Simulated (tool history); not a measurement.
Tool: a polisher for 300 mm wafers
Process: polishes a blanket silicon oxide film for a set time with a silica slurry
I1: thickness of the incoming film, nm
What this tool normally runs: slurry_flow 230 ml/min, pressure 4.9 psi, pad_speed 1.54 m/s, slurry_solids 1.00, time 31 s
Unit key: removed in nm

{"run": 1, "hour": 0.0, "slurry_flow": 230, "pressure": 4.9, "pad_speed": 1.54, "slurry_solids": 1.0, "time": 31, "I1": 1173.1, "removed": 158.4}
{"hour": 20.9, "done": "slurry blender recalibrated"}
{"hour": 84.1, "done": "head pressure recalibrated"}
{"run": 2, "hour": 97.6, "slurry_flow": 230, "pressure": 5.5, "pad_speed": 1.54, "slurry_solids": 1.0, "time": 23, "I1": 1169.2, "removed": 130.0}
{"hour": 118.4, "done": "worn pad replaced by a new one"}
{"hour": 137.9, "done": "slurry nozzle cleaned"}
{"run": 3, "hour": 174.0, "slurry_flow": 230, "pressure": 5.5, "pad_speed": 1.54, "slurry_solids": 1.0, "time": 23, "I1": 1203.5, "removed": 128.0}
{"hour": 234.5, "done": "conditioning disc replaced and pad reconditioned"}
{"run": 4, "hour": 237.6, "slurry_flow": 230, "pressure": 5.5, "pad_speed": 1.54, "slurry_solids": 1.0, "time": 23, "I1": 1165.2, "removed": 136.9}
{"hour": 314.1, "done": "slurry blender recalibrated"}
{"run": 5, "hour": 320.9, "slurry_flow": 230, "pressure": 4.9, "pad_speed": 1.54, "slurry_solids": 1.0, "time": 31, "I1": 1193.7, "removed": 161.8}
{"hour": 344.4, "done": "worn pad replaced by a new one"}
{"run": 6, "hour": 428.5, "slurry_flow": 230, "pressure": 4.9, "pad_speed": 1.54, "slurry_solids": 1.0, "time": 31, "I1": 1201.0, "removed": 158.2}
{"hour": 467.4, "done": "slurry nozzle cleaned"}
{"run": 7, "hour": 507.3, "slurry_flow": 230, "pressure": 4.9, "pad_speed": 1.54, "slurry_solids": 1.0, "time": 31, "I1": 1205.9, "removed": 158.6}
{"hour": 578.4, "done": "conditioning disc replaced and pad reconditioned"}
{"hour": 590.7, "done": "slurry blender recalibrated"}
{"hour": 601.0, "done": "worn pad replaced by a new one"}
{"run": 8, "hour": 613.4, "slurry_flow": 230, "pressure": 4.9, "pad_speed": 1.54, "slurry_solids": 1.0, "time": 31, "I1": 1164.0, "removed": 160.8}
{"run": 9, "hour": 652.2, "slurry_flow": 185, "pressure": 4.9, "pad_speed": 1.54, "slurry_solids": 1.0, "time": 37, "I1": 1178.1, "removed": 185.2}
{"run": 10, "hour": 703.6, "slurry_flow": 230, "pressure": 6.3, "pad_speed": 1.96, "slurry_solids": 0.85, "time": 31, "I1": 1181.6, "removed": 225.9}
{"hour": 800.3, "done": "head pressure recalibrated"}
{"run": 11, "hour": 804.9, "slurry_flow": 205, "pressure": 4.3, "pad_speed": 1.54, "slurry_solids": 0.8, "time": 31, "I1": 1196.5, "removed": 133.2}
{"hour": 833.5, "done": "slurry nozzle cleaned"}
{"hour": 849.0, "done": "worn pad replaced by a new one"}
{"run": 12, "hour": 854.8, "slurry_flow": 230, "pressure": 4.9, "pad_speed": 2.04, "slurry_solids": 1.0, "time": 31, "I1": 1184.2, "removed": 195.4}
{"hour": 883.5, "done": "slurry blender recalibrated"}
{"run": 13, "hour": 906.0, "slurry_flow": 230, "pressure": 5.9, "pad_speed": 1.54, "slurry_solids": 1.0, "time": 31, "I1": 1199.5, "removed": 186.0}

What will run 14 give?
{"hour": 942.8, "done": "conditioning disc replaced and pad reconditioned"}
{"run": 14, "hour": 986.3, "slurry_flow": 185, "pressure": 4.9, "pad_speed": 1.54, "slurry_solids": 1.0, "time": 37, "I1": 1184.9, "removed": "?"}

{"run 14": {"removed": 188.3}}
Minus the tool's unlogged condition, the same run would have read removed 191.2 nm.
